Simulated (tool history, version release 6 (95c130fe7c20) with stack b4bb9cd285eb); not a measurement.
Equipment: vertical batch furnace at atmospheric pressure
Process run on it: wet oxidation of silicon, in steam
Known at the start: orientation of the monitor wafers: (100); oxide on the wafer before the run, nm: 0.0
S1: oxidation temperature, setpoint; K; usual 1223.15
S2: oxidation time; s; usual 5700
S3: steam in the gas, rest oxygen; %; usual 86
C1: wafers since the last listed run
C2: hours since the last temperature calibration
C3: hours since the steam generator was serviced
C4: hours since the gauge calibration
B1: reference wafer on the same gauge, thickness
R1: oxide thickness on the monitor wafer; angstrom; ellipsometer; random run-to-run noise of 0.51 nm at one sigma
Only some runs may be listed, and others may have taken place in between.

Run 1, hour 0.0: usual settings; C1 0; C2 2270.7; C3 3165.5; C4 75.6; B1 279.01. Result: R1 3357.5 angstrom.
Run 2, hour 25.0: usual settings; C1 341; C2 2295.7; C3 3190.5; C4 100.6; B1 279.00. Result: R1 3356.7 angstrom.
Run 3, hour 38.8: usual settings but S3 79 %; C1 188; C2 2309.5; C3 3204.3; C4 114.4; B1 279.04. Result: R1 3151.2 angstrom.
Run 4, hour 61.8: usual settings but S2 3930 s; C1 314; C2 2332.5; C3 3227.3; C4 137.4; B1 279.00. Result: R1 2532.5 angstrom.
Run 5, hour 79.6: usual settings but S2 3930 s; C1 243; C2 2350.3; C3 3245.1; C4 155.2; B1 278.99. Result: R1 2531.1 angstrom.
Run 6, hour 93.8: usual settings but S2 3930 s; C1 193; C2 2364.5; C3 3259.3; C4 169.4; B1 279.06. Result: R1 2527.6 angstrom.
Run 7, hour 112.3: usual settings; C1 252; C2 2383.0; C3 3277.8; C4 187.9; B1 279.03. Result: R1 3374.8 angstrom.
At hour 138.3: steam generator serviced.
At hour 147.2: thermocouples replaced and temperature profile calibrated.
Run 8, hour 147.7: usual settings but S3 83 %; C1 33; C2 0.5; C3 9.4; C4 223.3; B1 279.09. Result: R1 3295.0 angstrom.
Run 9, hour 153.6: usual settings but S1 1239.15 K; C1 80; C2 6.4; C3 15.3; C4 229.2; B1 279.05. Result: R1 3875.1 angstrom.
At hour 155.3: gauge calibrated.
Run 10, hour 159.5: usual settings but S2 4950 s, S3 80 %; C1 80; C2 12.3; C3 21.2; C4 4.2; B1 278.91. Result: R1 2870.0 angstrom.
Run 11, hour 180.8: usual settings but S1 1246.15 K, S2 3660 s, S3 78 %; C1 290; C2 33.6; C3 42.5; C4 25.5; B1 278.96. Result: R1 2767.4 angstrom.
Run 12, hour 196.0: usual settings; C1 207; C2 48.8; C3 57.7; C4 40.7; B1 279.04. Result: R1 3369.2 angstrom.
Run 13, hour 205.6: usual settings but S3 97 %; C1 131; C2 58.4; C3 67.3; C4 50.3; B1 279.07. Result: R1 3701.1 angstrom.
Run 14, hour 225.8: usual settings; C1 275; C2 78.6; C3 87.5; C4 70.5; B1 279.06. Result: R1 3370.9 angstrom.
Run 15, hour 246.5: usual settings but S1 1214.15 K, S2 3510 s; C1 282; C2 99.3; C3 108.2; C4 91.2; B1 278.98. Result: R1 2109.2 angstrom.
Run 16, hour 256.7: usual settings; C1 139; C2 109.5; C3 118.4; C4 101.4; B1 278.99. Result: R1 3373.6 angstrom.
Run 17, hour 276.9: usual settings but S2 7230 s; C1 275; C2 129.7; C3 138.6; C4 121.6; B1 279.07. Result: R1 4027.7 angstrom.

Exercise: give the hidden state of the tool at every run:
gauge reads high (%): 0 on each run
H1: true tube temperature minus thermocouple reading, K
H2: steam share off its setpoint, % of the setpoint
run     H1      H2
  1   6.31    -7.9
  2   6.44   -7.96
  3   6.51   -7.99
  4   6.62   -8.04
  5   6.71   -8.09
  6   6.78   -8.12
  7   6.88   -8.16
  8  0.326  -0.181
  9  0.326  -0.195
 10  0.326   -0.21
 11  0.327   -0.26
 12  0.328  -0.296
 13  0.329  -0.319
 14  0.332  -0.367
 15  0.336  -0.416
 16  0.339   -0.44
 17  0.344  -0.488
